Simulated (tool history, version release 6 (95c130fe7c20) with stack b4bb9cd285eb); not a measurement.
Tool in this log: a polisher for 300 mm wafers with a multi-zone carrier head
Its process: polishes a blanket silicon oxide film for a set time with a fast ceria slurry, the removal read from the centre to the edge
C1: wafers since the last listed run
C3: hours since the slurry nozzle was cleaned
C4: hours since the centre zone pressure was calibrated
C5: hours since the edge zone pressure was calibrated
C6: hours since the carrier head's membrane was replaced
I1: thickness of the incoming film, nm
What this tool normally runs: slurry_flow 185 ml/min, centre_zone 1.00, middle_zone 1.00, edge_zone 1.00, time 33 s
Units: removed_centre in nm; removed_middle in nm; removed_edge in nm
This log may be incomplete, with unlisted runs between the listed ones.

run 1 day=0.000 | slurry_flow=185 centre_zone=1.00 middle_zone=1.00 edge_zone=1.07 time=33 | C1=0 wafers_polished_on_this_pad=4162 C3=645.1 C4=125.8 C5=566.8 C6=812.0 | I1=2052.9 | removed_centre=611.2 removed_middle=594.9 removed_edge=620.7
-- day=2.354 worn pad replaced by a new one
run 2 day=4.433 | slurry_flow=185 centre_zone=1.00 middle_zone=1.00 edge_zone=1.07 time=33 | C1=1213 wafers_polished_on_this_pad=591 C3=751.5 C4=232.2 C5=673.2 C6=918.4 | I1=1978.6 | removed_centre=605.5 removed_middle=588.5 removed_edge=630.9
-- day=5.025 slurry nozzle cleaned
run 3 day=6.900 | slurry_flow=185 centre_zone=1.00 middle_zone=1.00 edge_zone=1.00 time=33 | C1=689 wafers_polished_on_this_pad=1281 C3=45.0 C4=291.4 C5=732.4 C6=977.6 | I1=2006.3 | removed_centre=659.0 removed_middle=637.0 removed_edge=643.6
run 4 day=8.446 | slurry_flow=185 centre_zone=1.00 middle_zone=1.00 edge_zone=1.00 time=33 | C1=439 wafers_polished_on_this_pad=1720 C3=82.1 C4=328.5 C5=769.5 C6=1014.7 | I1=2025.0 | removed_centre=651.7 removed_middle=622.1 removed_edge=628.0
-- day=9.717 centre zone pressure recalibrated
run 5 day=10.125 | slurry_flow=185 centre_zone=1.00 middle_zone=1.00 edge_zone=1.00 time=33 | C1=453 wafers_polished_on_this_pad=2174 C3=122.4 C4=9.8 C5=809.8 C6=1055.0 | I1=2010.2 | removed_centre=644.7 removed_middle=624.6 removed_edge=629.3
run 6 day=13.275 | slurry_flow=185 centre_zone=1.00 middle_zone=1.00 edge_zone=1.00 time=27 | C1=895 wafers_polished_on_this_pad=3070 C3=198.0 C4=85.4 C5=885.4 C6=1130.6 | I1=2013.7 | removed_centre=525.3 removed_middle=506.4 removed_edge=514.2
run 7 day=16.796 | slurry_flow=185 centre_zone=0.92 middle_zone=1.00 edge_zone=0.89 time=33 | C1=1001 wafers_polished_on_this_pad=4071 C3=282.5 C4=169.9 C5=969.9 C6=1215.1 | I1=2025.0 | removed_centre=581.2 removed_middle=600.8 removed_edge=603.1
run 8 day=19.033 | slurry_flow=185 centre_zone=1.00 middle_zone=1.00 edge_zone=1.07 time=33 | C1=636 wafers_polished_on_this_pad=4708 C3=336.2 C4=223.6 C5=1023.6 C6=1268.8 | I1=2005.5 | removed_centre=620.2 removed_middle=611.9 removed_edge=643.4
-- day=21.612 worn pad replaced by a new one
run 9 day=23.308 | slurry_flow=215 centre_zone=0.89 middle_zone=1.00 edge_zone=1.09 time=33 | C1=1168 wafers_polished_on_this_pad=482 C3=438.8 C4=326.2 C5=1126.2 C6=1371.4 | I1=2031.3 | removed_centre=595.9 removed_middle=636.6 removed_edge=671.1
-- day=25.242 edge zone pressure recalibrated
-- day=25.367 centre zone pressure recalibrated
run 10 day=25.996 | slurry_flow=185 centre_zone=0.95 middle_zone=1.00 edge_zone=1.00 time=24 | C1=716 wafers_polished_on_this_pad=1199 C3=503.3 C4=15.1 C5=18.1 C6=1435.9 | I1=2003.4 | removed_centre=431.4 removed_middle=453.2 removed_edge=457.3
run 11 day=28.567 | slurry_flow=220 centre_zone=1.00 middle_zone=1.00 edge_zone=1.00 time=27 | C1=731 wafers_polished_on_this_pad=1930 C3=565.0 C4=76.8 C5=79.8 C6=1497.6 | I1=1992.7 | removed_centre=531.2 removed_middle=508.7 removed_edge=513.1
-- day=29.667 carrier head's membrane replaced by a new one
run 12 day=32.738 | slurry_flow=185 centre_zone=1.00 middle_zone=1.00 edge_zone=1.00 time=33 | C1=1126 wafers_polished_on_this_pad=3057 C3=665.1 C4=176.9 C5=179.9 C6=73.7 | I1=2007.4 | removed_centre=599.2 removed_middle=579.8 removed_edge=593.3
run 13 day=36.367 | slurry_flow=185 centre_zone=1.00 middle_zone=1.00 edge_zone=1.00 time=33 | C1=1032 wafers_polished_on_this_pad=4089 C3=752.2 C4=264.0 C5=267.0 C6=160.8 | I1=2007.7 | removed_centre=579.2 removed_middle=560.7 removed_edge=581.5
-- day=37.812 worn pad replaced by a new one
run 14 day=39.158 | slurry_flow=125 centre_zone=1.00 middle_zone=1.04 edge_zone=1.00 time=36 | C1=746 wafers_polished_on_this_pad=382 C3=819.2 C4=331.0 C5=334.0 C6=227.8 | I1=1990.8 | removed_centre=562.4 removed_middle=570.7 removed_edge=593.7
run 15 day=42.075 | slurry_flow=215 centre_zone=1.00 middle_zone=1.00 edge_zone=1.00 time=37 | C1=829 wafers_polished_on_this_pad=1211 C3=889.2 C4=401.0 C5=404.0 C6=297.8 | I1=2033.5 | removed_centre=659.0 removed_middle=643.8 removed_edge=666.8
-- day=42.979 centre zone pressure recalibrated
-- day=44.088 slurry nozzle cleaned
run 16 day=45.129 | slurry_flow=185 centre_zone=1.00 middle_zone=1.00 edge_zone=1.00 time=38 | C1=833 wafers_polished_on_this_pad=2044 C3=25.0 C4=51.6 C5=477.3 C6=371.1 | I1=1989.1 | removed_centre=743.6 removed_middle=697.8 removed_edge=723.7
run 17 day=48.083 | slurry_flow=185 centre_zone=1.00 middle_zone=1.00 edge_zone=1.04 time=33 | C1=840 wafers_polished_on_this_pad=2885 C3=95.9 C4=122.5 C5=548.2 C6=442.0 | I1=2016.1 | removed_centre=635.2 removed_middle=602.7 removed_edge=635.6
run 18 day=49.796 | slurry_flow=185 centre_zone=1.00 middle_zone=1.00 edge_zone=1.00 time=33 | C1=487 wafers_polished_on_this_pad=3372 C3=137.0 C4=163.6 C5=589.3 C6=483.1 | I1=1991.4 | removed_centre=634.0 removed_middle=611.8 removed_edge=622.7
run 19 day=51.429 | slurry_flow=185 centre_zone=1.00 middle_zone=1.00 edge_zone=1.00 time=33 | C1=464 wafers_polished_on_this_pad=3836 C3=176.2 C4=202.8 C5=628.5 C6=522.3 | I1=2002.5 | removed_centre=628.8 removed_middle=614.8 removed_edge=622.3
run 20 day=54.600 | slurry_flow=135 centre_zone=1.07 middle_zone=1.10 edge_zone=1.00 time=44 | C1=901 wafers_polished_on_this_pad=4738 C3=252.3 C4=278.9 C5=704.6 C6=598.4 | I1=2041.7 | removed_centre=825.6 removed_middle=819.4 removed_edge=784.6
-- day=55.379 worn pad replaced by a new one
run 21 day=57.625 | slurry_flow=185 centre_zone=1.00 middle_zone=1.00 edge_zone=1.00 time=33 | C1=812 wafers_polished_on_this_pad=639 C3=324.9 C4=351.5 C5=777.2 C6=671.0 | I1=2006.1 | removed_centre=656.8 removed_middle=639.3 removed_edge=648.4
-- day=61.483 centre zone pressure recalibrated
run 22 day=62.100 | slurry_flow=185 centre_zone=1.00 middle_zone=1.08 edge_zone=1.00 time=33 | C1=1248 wafers_polished_on_this_pad=1888 C3=432.3 C4=14.8 C5=884.6 C6=778.4 | I1=1991.4 | removed_centre=629.3 removed_middle=665.3 removed_edge=631.6

Here are 4 independent what-if runs from the current tool condition. What would each one return?
run A day=62.117 | slurry_flow=245 centre_zone=1.00 middle_zone=1.00 edge_zone=1.00 time=33 | C1=4 wafers_polished_on_this_pad=1892 C3=432.7 C4=15.2 C5=885.0 C6=778.8 | I1=2025.3 | removed_centre=? removed_middle=? removed_edge=?
run B day=62.117 | slurry_flow=170 centre_zone=1.00 middle_zone=1.07 edge_zone=0.94 time=36 | C1=4 wafers_polished_on_this_pad=1892 C3=432.7 C4=15.2 C5=885.0 C6=778.8 | I1=2025.3 | removed_centre=? removed_middle=? removed_edge=?
run C day=62.117 | slurry_flow=185 centre_zone=1.11 middle_zone=1.00 edge_zone=1.00 time=33 | C1=4 wafers_polished_on_this_pad=1892 C3=432.7 C4=15.2 C5=885.0 C6=778.8 | I1=2025.3 | removed_centre=? removed_middle=? removed_edge=?
run D day=62.117 | slurry_flow=220 centre_zone=1.00 middle_zone=1.06 edge_zone=1.09 time=33 | C1=4 wafers_polished_on_this_pad=1892 C3=432.7 C4=15.2 C5=885.0 C6=778.8 | I1=2025.3 | removed_centre=? removed_middle=? removed_edge=?

run=A removed_centre=660.8 removed_middle=650.3 removed_edge=655.2
run=B removed_centre=671.5 removed_middle=704.9 removed_edge=663.8
run=C removed_centre=696.9 removed_middle=620.3 removed_edge=633.1
run=D removed_centre=649.4 removed_middle=672.2 removed_edge=672.0
The same runs, with their run-to-run variation unchanged, on a tool lacking any hidden condition would have given:
run=A removed_centre=701.9 removed_middle=689.5 removed_edge=691.9
run=B removed_centre=719.5 removed_middle=753.0 removed_edge=704.5
run=C removed_centre=744.8 removed_middle=661.3 removed_edge=671.1
run=D removed_centre=691.2 removed_middle=714.1 removed_edge=710.6
